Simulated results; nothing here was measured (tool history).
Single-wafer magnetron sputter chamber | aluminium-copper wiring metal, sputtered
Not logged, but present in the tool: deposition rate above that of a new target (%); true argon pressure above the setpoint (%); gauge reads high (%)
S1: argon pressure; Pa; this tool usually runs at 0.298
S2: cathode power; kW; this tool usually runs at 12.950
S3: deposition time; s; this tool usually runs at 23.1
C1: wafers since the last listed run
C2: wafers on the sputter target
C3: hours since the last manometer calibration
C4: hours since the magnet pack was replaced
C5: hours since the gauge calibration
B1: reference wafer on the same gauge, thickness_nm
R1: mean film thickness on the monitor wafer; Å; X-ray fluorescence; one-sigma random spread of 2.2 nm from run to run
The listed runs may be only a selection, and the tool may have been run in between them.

Run 1, hour 0.0: usual settings but S1 0.340 Pa; C1 0; C2 3028; C3 916.3; C4 10038.9; C5 907.8; B1 445.157. Result: R1 5271.54 Å.
Run 2, hour 64.3: usual settings but S1 0.340 Pa; C1 1279; C2 4307; C3 980.6; C4 10103.2; C5 972.1; B1 445.366. Result: R1 5229.04 Å.
Run 3, hour 129.7: usual settings but S1 0.334 Pa; C1 1301; C2 5609; C3 1046.0; C4 10168.6; C5 1037.5; B1 444.879. Result: R1 5247.26 Å.
Run 4, hour 174.8: usual settings but S1 0.334 Pa; C1 897; C2 6507; C3 1091.1; C4 10213.7; C5 1082.6; B1 444.338. Result: R1 5241.92 Å.
Run 5, hour 232.5: usual settings but S2 15.150 kW; C1 1148; C2 7655; C3 1148.8; C4 10271.4; C5 1140.3; B1 444.497. Result: R1 6182.91 Å.
Run 6, hour 269.2: usual settings but S1 0.250 Pa; C1 730; C2 8385; C3 1185.5; C4 10308.1; C5 1177.0; B1 445.489. Result: R1 5556.89 Å.
At hour 279.4: sputter target and shields replaced.
Run 7, hour 368.4: usual settings but S1 0.250 Pa; C1 1815; C2 1771; C3 1284.7; C4 10407.3; C5 1276.2; B1 445.209. Result: R1 5702.53 Å.
Run 8, hour 453.3: usual settings but S3 25.6 s; C1 1689; C2 3461; C3 1369.6; C4 10492.2; C5 1361.1; B1 445.028. Result: R1 6054.45 Å.
Run 9, hour 513.7: usual settings but S3 25.6 s; C1 1202; C2 4663; C3 1430.0; C4 10552.6; C5 1421.5; B1 445.200. Result: R1 5989.37 Å.
Run 10, hour 600.8: usual settings; C1 1733; C2 6396; C3 1517.1; C4 10639.7; C5 1508.6; B1 445.258. Result: R1 5386.46 Å.
Run 11, hour 655.8: usual settings; C1 1094; C2 7491; C3 1572.1; C4 10694.7; C5 1563.6; B1 445.753. Result: R1 5423.97 Å.
At hour 757.5: sputter target and shields replaced.
Run 12, hour 758.0: usual settings; C1 1874; C2 9; C3 1674.3; C4 10796.9; C5 1665.8; B1 445.483. Result: R1 5688.50 Å.
Run 13, hour 809.1: usual settings; C1 1017; C2 1026; C3 1725.4; C4 10848.0; C5 1716.9; B1 445.415. Result: R1 5615.25 Å.
Run 14, hour 899.1: usual settings; C1 1791; C2 2817; C3 1815.4; C4 10938.0; C5 1806.9; B1 445.382. Result: R1 5479.10 Å.
Run 15, hour 1001.7: usual settings; C1 2042; C2 4859; C3 1918.0; C4 11040.6; C5 1909.5; B1 444.950. Result: R1 5420.31 Å.
Run 16, hour 1065.3: usual settings; C1 1265; C2 6125; C3 1981.6; C4 11104.2; C5 1973.1; B1 444.659. Result: R1 5415.69 Å.
At hour 1074.2: gauge calibrated.
Run 17, hour 1122.2: usual settings but S2 11.600 kW, S3 27.5 s; C1 1132; C2 7257; C3 2038.5; C4 11161.1; C5 48.0; B1 445.798. Result: R1 5825.87 Å.
At hour 1159.4: sputter target and shields replaced.
Run 18, hour 1207.5: usual settings but S1 0.221 Pa, S2 14.950 kW; C1 1538; C2 957; C3 2123.8; C4 11246.4; C5 133.3; B1 445.333. Result: R1 6697.58 Å.
Run 19, hour 1302.8: usual settings but S1 0.340 Pa; C1 1896; C2 2853; C3 2219.1; C4 11341.7; C5 228.6; B1 444.758. Result: R1 5319.29 Å.
Run 20, hour 1379.4: usual settings; C1 1524; C2 4378; C3 2295.7; C4 11418.3; C5 305.2; B1 445.035. Result: R1 5422.39 Å.
Run 21, hour 1429.2: usual settings; C1 991; C2 5369; C3 2345.5; C4 11468.1; C5 355.0; B1 445.244. Result: R1 5407.57 Å.
At hour 1456.4: magnet pack replaced.
Run 22, hour 1479.8: usual settings but S1 0.337 Pa, S2 11.600 kW, S3 21.7 s; C1 847; C2 6217; C3 2396.1; C4 23.4; C5 405.6; B1 444.988. Result: R1 4472.78 Å.
Run 23, hour 1563.8: usual settings; C1 1671; C2 7889; C3 2480.1; C4 107.4; C5 489.6; B1 444.591. Result: R1 5367.70 Å.
At hour 1594.0: sputter target and shields replaced.
Run 24, hour 1639.8: usual settings but S1 0.230 Pa, S2 12.100 kW; C1 1353; C2 912; C3 2556.1; C4 183.4; C5 565.6; B1 443.930. Result: R1 5490.16 Å.
Run 25, hour 1688.1: usual settings but S1 0.366 Pa, S2 15.750 kW; C1 961; C2 1873; C3 2604.4; C4 231.7; C5 613.9; B1 445.114. Result: R1 6303.21 Å.
At hour 1716.0: capacitance manometer re-zeroed and calibrated.
Run 26, hour 1945.0: usual settings; C1 4953; C2 6827; C3 229.0; C4 488.6; C5 870.8; B1 444.968. Result: R1 5331.43 Å.
Run 27, hour 1981.5: usual settings but S1 0.346 Pa, S2 15.650 kW, S3 19.9 s; C1 726; C2 7553; C3 265.5; C4 525.1; C5 907.3; B1 444.838. Result: R1 5207.50 Å.
Run 28, hour 2043.6: usual settings but S1 0.248 Pa, S2 14.000 kW, S3 25.5 s; C1 1235; C2 8789; C3 327.6; C4 587.2; C5 969.4; B1 444.585. Result: R1 6544.80 Å.
At hour 2059.8: sputter target and shields replaced.
Run 29, hour 2079.8: usual settings but S3 20.7 s; C1 561; C2 398; C3 363.8; C4 623.4; C5 1005.6; B1 445.116. Result: R1 5014.90 Å.
Run 30, hour 2171.2: usual settings but S3 24.8 s; C1 1819; C2 2217; C3 455.2; C4 714.8; C5 1097.0; B1 445.021. Result: R1 5855.14 Å.

Hidden condition of the tool, last listed run before each entry between runs versus first listed run after:
Between runs 6 and 7: sputter target and shields replaced (hour 279.4)
  deposition rate above that of a new target (%): -5.35 -> -2.82; true argon pressure above the setpoint (%): -7.54 -> -7.83
  measured value less the no-hidden-state value, R1: -233.43 -> -81.18 Å
Between runs 11 and 12: sputter target and shields replaced (hour 757.5)
  deposition rate above that of a new target (%): -5.35 -> -0.0642; true argon pressure above the setpoint (%): -8.52 -> -8.72
  measured value less the no-hidden-state value, R1: -190.37 -> +114.28 Å
Between runs 16 and 17: gauge calibrated (hour 1074.2)
  deposition rate above that of a new target (%): -4.83 -> -5.04; true argon pressure above the setpoint (%): -9.2 -> -9.28
  measured value less the no-hidden-state value, R1: -150.25 -> -173.83 Å
Between runs 17 and 18: sputter target and shields replaced (hour 1159.4)
  deposition rate above that of a new target (%): -5.04 -> -1.78; true argon pressure above the setpoint (%): -9.28 -> -9.38
  measured value less the no-hidden-state value, R1: -173.83 -> -26.39 Å
Between runs 21 and 22: magnet pack replaced (hour 1456.4)
  deposition rate above that of a new target (%): -4.83 -> -5.08; true argon pressure above the setpoint (%): -9.6 -> -9.65
  measured value less the no-hidden-state value, R1: -145.13 -> -111.98 Å
Between runs 23 and 24: sputter target and shields replaced (hour 1594.0)
  deposition rate above that of a new target (%): -5.34 -> -1.78; true argon pressure above the setpoint (%): -9.72 -> -9.77
  measured value less the no-hidden-state value, R1: -172.23 -> -12.22 Å
Between runs 25 and 26: capacitance manometer re-zeroed and calibrated (hour 1716.0)
  deposition rate above that of a new target (%): -2.9 -> -5.25; true argon pressure above the setpoint (%): -9.81 -> -3.39
  measured value less the no-hidden-state value, R1: +10.28 -> -249.97 Å
Between runs 28 and 29: sputter target and shields replaced (hour 2059.8)
  deposition rate above that of a new target (%): -5.49 -> -0.798; true argon pressure above the setpoint (%): -4.2 -> -4.48
  measured value less the no-hidden-state value, R1: -327.35 -> +13.59 Å

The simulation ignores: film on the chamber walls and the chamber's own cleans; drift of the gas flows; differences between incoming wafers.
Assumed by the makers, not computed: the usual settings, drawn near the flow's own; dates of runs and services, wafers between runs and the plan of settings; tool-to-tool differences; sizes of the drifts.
